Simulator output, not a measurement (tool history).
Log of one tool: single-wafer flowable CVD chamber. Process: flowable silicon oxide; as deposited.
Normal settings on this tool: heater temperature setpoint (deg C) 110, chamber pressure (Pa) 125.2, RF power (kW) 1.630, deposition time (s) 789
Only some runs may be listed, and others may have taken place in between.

run    hour  heater temperature setpoint (deg C)  chamber pressure (Pa)  RF power (kW)  deposition time (s)  wafers since the last listed run  hours since the last thermocouple change  hours since the last RF generator calibration  hours since the last manometer calibration  hours since the showerhead was replaced  hours since the gauge calibration  read-back reference wafer on the same gauge, thickness_nm  mean film thickness on the monitor wafer (angstrom)
  1     0.0                                  110                  125.2          1.565                  789                                 0                                      25.9                                          918.8                                        46.5                                   4533.4                             1407.4                                                    455.892                                              4092.98
  2    97.2                                  110                  139.3          1.630                  789                               260                                     123.1                                         1016.0                                       143.7                                   4630.6                             1504.6                                                    454.860                                              4625.68
  3   142.3                                  110                  125.2          1.630                  789                               120                                     168.2                                         1061.1                                       188.8                                   4675.7                             1549.7                                                    454.920                                              4146.55
  4   212.5                                  110                  125.2          1.630                  789                               188                                     238.4                                         1131.3                                       259.0                                   4745.9                             1619.9                                                    454.564                                              4150.80
  5   258.7                                  110                  125.2          1.630                  789                               123                                     284.6                                         1177.5                                       305.2                                   4792.1                             1666.1                                                    453.521                                              4136.36
  6   349.1                                  110                  125.2          1.630                  789                               242                                     375.0                                         1267.9                                       395.6                                   4882.5                             1756.5                                                    453.757                                              4120.56
  7   420.1                                  110                  125.2          1.630                  789                               190                                     446.0                                         1338.9                                       466.6                                   4953.5                             1827.5                                                    452.939                                              4153.62
  8   475.5                                  110                  125.2          1.630                  789                               148                                     501.4                                         1394.3                                       522.0                                   5008.9                             1882.9                                                    452.853                                              4132.26
      510.9  -- RF generator calibrated
  9   512.8                                  110                  125.2          1.630                  789                                78                                     538.7                                            1.9                                       559.3                                   5046.2                             1920.2                                                    452.967                                              4125.42
 10   602.9                                  103                  125.2          1.630                  689                               241                                     628.8                                           92.0                                       649.4                                   5136.3                             2010.3                                                    452.108                                              4684.86
 11   701.2                                  110                  125.2          1.330                  678                               263                                     727.1                                          190.3                                       747.7                                   5234.6                             2108.6                                                    451.807                                              3078.76
 12   914.6                                  110                  125.2          1.370                  890                               572                                     940.5                                          403.7                                       961.1                                   5448.0                             2322.0                                                    450.399                                              4132.59
 13   982.0                                  110                  125.2          1.415                  895                               180                                    1007.9                                          471.1                                      1028.5                                   5515.4                             2389.4                                                    450.174                                              4276.42
 14  1052.3                                  110                   99.3          1.630                  902                               188                                    1078.2                                          541.4                                      1098.8                                   5585.7                             2459.7                                                    448.881                                              3701.99
     1112.5  -- thermocouple changed; heater temperature recalibrated
 15  1142.7                                  110                  125.2          1.630                  789                               221                                      30.2                                          631.8                                      1189.2                                   5676.1                             2550.1                                                    449.083                                              4095.54
     1160.5  -- gauge calibrated
     1166.0  -- capacitance manometer re-zeroed and calibrated
 16  1198.0                                  110                  125.2          1.630                  789                               126                                      85.5                                          687.1                                        32.0                                   5731.4                               37.5                                                    462.609                                              4221.21
     1243.6  -- showerhead replaced
 17  1289.2                                  110                  125.2          1.630                  789                               223                                     176.7                                          778.3                                       123.2                                     45.6                              128.7                                                    462.213                                              4220.59
 18  1382.8                                  114                  155.2          1.630                  789                               251                                     270.3                                          871.9                                       216.8                                    139.2                              222.3                                                    461.949                                              4523.82
 19  1457.3                                  110                   97.2          1.925                  789                               199                                     344.8                                          946.4                                       291.3                                    213.7                              296.8                                                    460.987                                              3452.08
 20  1563.1                                  110                   97.2          1.925                  789                               283                                     450.6                                         1052.2                                       397.1                                    319.5                              402.6                                                    459.842                                              3457.11
 21  1654.4                                  110                  125.2          1.740                  789                               244                                     541.9                                         1143.5                                       488.4                                    410.8                              493.9                                                    460.247                                              4297.76
 22  1755.2                                  110                  125.2          1.630                  789                               270                                     642.7                                         1244.3                                       589.2                                    511.6                              594.7                                                    459.096                                              4194.09
 23  1801.5                                  116                  133.7          1.325                  845                               124                                     689.0                                         1290.6                                       635.5                                    557.9                              641.0                                                    459.184                                              3372.11
 24  1873.4                                  118                  125.2          1.630                  659                               192                                     760.9                                         1362.5                                       707.4                                    629.8                              712.9                                                    458.218                                              2635.36
 25  1977.3                                  110                  110.9          1.630                  942                               278                                     864.8                                         1466.4                                       811.3                                    733.7                              816.8                                                    458.292                                              4425.24
     2074.9  -- RF generator calibrated
 26  2075.4                                  110                  125.2          1.630                  789                               241                                     962.9                                            0.5                                       909.4                                    831.8                              914.9                                                    457.713                                              4155.75
 27  2145.8                                  103                  107.1          1.525                  789                               188                                    1033.3                                           70.9                                       979.8                                    902.2                              985.3                                                    457.505                                              4465.33
 28  2241.9                                  110                  125.2          1.630                  789                               257                                    1129.4                                          167.0                                      1075.9                                    998.3                             1081.4                                                    457.006                                              4193.18

Below are 4 alternative next runs, each starting from the tool's condition after run 28. Predict each:
  A  2242.5                                  110                  125.2          1.630                  659                                 1                                    1130.0                                          167.6                                      1076.5                                    998.9                             1082.0                                                          ?                                                    ?
  B  2242.5                                  110                  125.2          1.630                  940                                 1                                    1130.0                                          167.6                                      1076.5                                    998.9                             1082.0                                                          ?                                                    ?
  C  2242.5                                  110                  138.9          1.860                  716                                 1                                    1130.0                                          167.6                                      1076.5                                    998.9                             1082.0                                                          ?                                                    ?
  D  2242.5                                  110                  125.2          1.630                  636                                 1                                    1130.0                                          167.6                                      1076.5                                    998.9                             1082.0                                                          ?                                                    ?

run  read-back reference wafer on the same gauge, thickness_nm  mean film thickness on the monitor wafer (angstrom)
  A                                                    456.186                                              3478.15
  B                                                    456.186                                              4961.25
  C                                                    456.186                                              4425.67
  D                                                    456.186                                              3356.76
Without the tool's unlogged condition, the same runs would have read:
run  mean film thickness on the monitor wafer (angstrom)
  A                                              3527.09
  B                                              5031.06
  C                                              4487.94
  D                                              3403.99
